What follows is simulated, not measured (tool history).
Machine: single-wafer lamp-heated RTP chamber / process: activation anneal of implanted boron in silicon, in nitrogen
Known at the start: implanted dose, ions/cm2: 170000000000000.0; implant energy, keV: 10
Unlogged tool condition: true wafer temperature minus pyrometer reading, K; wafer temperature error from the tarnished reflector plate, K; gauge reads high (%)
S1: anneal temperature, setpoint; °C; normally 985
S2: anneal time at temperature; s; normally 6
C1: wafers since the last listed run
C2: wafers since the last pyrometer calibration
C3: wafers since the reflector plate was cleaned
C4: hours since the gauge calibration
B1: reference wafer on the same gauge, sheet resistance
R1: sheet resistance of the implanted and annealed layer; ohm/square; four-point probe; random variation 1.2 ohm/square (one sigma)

run,hour,S1,S2,C1,C2,C3,C4,B1,R1
1,0.0,985,7,0,4540,8478,332.4,501.92,542.03
# hour 39.3: reflector plate cleaned
2,49.2,985,7,615,5155,148,381.6,501.98,544.21
3,98.5,985,6,736,5892,885,430.9,501.94,544.24
# hour 114.7: pyrometer window cleaned and pyrometer calibrated
4,133.6,985,6,404,282,1289,466.0,501.64,548.06
5,186.0,985,6,782,1065,2072,518.4,501.63,548.43
6,338.0,975,8,2270,3336,4343,670.4,502.10,551.30
7,368.9,975,8,461,3797,4805,701.3,502.10,549.02
8,412.5,975,8,651,4449,5456,744.9,501.95,551.46
9,446.8,985,6,512,4961,5969,779.2,501.88,544.25
10,511.9,985,6,972,5934,6941,844.3,501.67,544.67
# hour 526.3: pyrometer window cleaned and pyrometer calibrated
11,545.6,985,6,383,289,7325,878.0,502.01,548.60
12,605.5,985,6,894,1183,8220,937.9,501.94,546.77
# hour 641.4: reflector plate cleaned
13,641.9,985,6,424,1608,7,974.3,501.87,546.83
14,688.7,985,6,699,2307,707,1021.1,501.95,548.22
15,754.1,985,6,977,3284,1684,1086.5,502.18,546.94
16,820.1,985,6,986,4270,2670,1152.5,502.25,543.85
17,855.8,960,3,533,4803,3203,1188.2,501.68,572.81
18,893.9,1003,4,569,5373,3772,1226.3,502.18,542.51
# hour 930.5: pyrometer window cleaned and pyrometer calibrated
19,931.0,1006,8,434,8,4207,1263.4,502.19,538.69
20,988.8,985,6,863,871,5071,1321.2,502.15,548.22
21,1035.0,967,8,690,1561,5761,1367.4,502.26,564.40
22,1076.7,1012,8,623,2184,6384,1409.1,502.05,535.48
23,1140.4,985,6,951,3136,7336,1472.8,502.01,547.17
# hour 1250.9: reflector plate cleaned
24,1265.5,960,3,1749,4886,217,1597.9,502.34,572.08
# hour 1306.8: gauge calibrated
25,1328.5,1007,4,941,5827,1159,21.7,501.99,538.80
# hour 1376.3: pyrometer window cleaned and pyrometer calibrated
26,1376.8,1008,6,602,7,1761,70.0,501.84,538.81
27,1409.6,985,9,490,497,2251,102.8,502.11,545.56
28,1436.8,1002,9,406,904,2657,130.0,501.90,538.87
29,1495.8,985,3,881,1785,3539,189.0,501.82,550.37
30,1552.0,976,4,839,2625,4378,245.2,502.20,553.79
31,1619.1,959,4,1002,3627,5381,312.3,502.15,576.82
32,1678.5,985,6,887,4515,6268,371.7,502.04,544.44
33,1740.9,976,7,932,5447,7200,434.1,502.39,547.32
# hour 1799.8: reflector plate cleaned
34,1804.0,960,5,823,6270,63,497.2,502.22,563.02
35,1874.1,1004,3,1047,7318,1110,567.3,502.15,539.55
# hour 1896.0: pyrometer window cleaned and pyrometer calibrated
36,1939.5,966,9,857,650,1967,632.7,502.03,562.63
37,2001.8,985,6,930,1581,2898,695.0,502.36,545.93

Run by run, hidden condition taken away, random variation retained:
run,R1
1,545.25
2,548.29
3,549.40
4,548.27
5,548.80
6,554.22
7,552.63
8,556.18
9,547.86
10,549.53
11,548.64
12,547.01
13,547.32
14,549.15
15,548.71
16,546.64
17,583.59
18,544.62
19,538.79
20,548.60
21,565.94
22,535.76
23,548.90
24,583.77
25,540.85
26,539.24
27,546.64
28,539.43
29,552.13
30,557.20
31,587.10
32,548.30
33,554.64
34,583.38
35,543.17
36,565.56
37,547.41
